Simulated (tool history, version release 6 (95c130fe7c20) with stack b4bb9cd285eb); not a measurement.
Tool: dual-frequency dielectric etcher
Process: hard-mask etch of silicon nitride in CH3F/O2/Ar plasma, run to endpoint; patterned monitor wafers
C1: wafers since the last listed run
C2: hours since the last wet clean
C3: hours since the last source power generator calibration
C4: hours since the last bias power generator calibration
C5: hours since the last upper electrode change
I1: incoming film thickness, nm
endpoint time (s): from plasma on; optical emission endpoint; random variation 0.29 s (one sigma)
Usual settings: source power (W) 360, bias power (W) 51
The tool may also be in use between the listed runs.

Run 1, hour 0: usual settings; C1 0; C2 249.8; C3 4161; C4 1745.6; C5 3344.9; I1 41.65. Result: endpoint time (s) 73.3.
Run 2, hour 6.1: usual settings; C1 63; C2 255.9; C3 4167.1; C4 1751.7; C5 3351; I1 41.77. Result: endpoint time (s) 73.8.
Run 3, hour 21.7: usual settings but source power (W) 330, bias power (W) 54; C1 162; C2 271.5; C3 4182.7; C4 1767.3; C5 3366.6; I1 41.76. Result: endpoint time (s) 74.4.
Run 4, hour 39.1: usual settings but bias power (W) 47; C1 181; C2 288.9; C3 4200.1; C4 1784.7; C5 3384; I1 41.91. Result: endpoint time (s) 77.2.
Run 5, hour 53.1: usual settings but bias power (W) 47; C1 145; C2 302.9; C3 4214.1; C4 1798.7; C5 3398; I1 41.8. Result: endpoint time (s) 76.5.
Run 6, hour 62: usual settings but bias power (W) 47; C1 92; C2 311.8; C3 4223; C4 1807.6; C5 3406.9; I1 42.04. Result: endpoint time (s) 76.6.
Run 7, hour 72.9: usual settings; C1 113; C2 322.7; C3 4233.9; C4 1818.5; C5 3417.8; I1 41.75. Result: endpoint time (s) 73.4.
At hour 79.7: bias power generator calibrated.
At hour 99: source power generator calibrated.
At hour 100.3: upper electrode replaced.
Run 8, hour 100.8: usual settings; C1 193; C2 350.6; C3 1.8; C4 21.1; C5 0.5; I1 41.87. Result: endpoint time (s) 73.8.
At hour 164.9: wet clean of the chamber.
Run 9, hour 165.4: usual settings but source power (W) 300, bias power (W) 39; C1 422; C2 0.5; C3 66.4; C4 85.7; C5 65.1; I1 42.25. Result: endpoint time (s) 90.4.
Run 10, hour 165.7: usual settings but source power (W) 440; C1 3; C2 0.8; C3 66.7; C4 86; C5 65.4; I1 42.14. Result: endpoint time (s) 70.

Run 11 comes next. What will it give?
Run 11, hour 166.3: usual settings; C1 6; C2 1.4; C3 67.3; C4 86.6; C5 66; I1 42.23. Result: endpoint time (s) ?.

Run 11 gave endpoint time (s) 74.1.
Without the tool's hidden state the same run would have given endpoint time (s) 74.1.
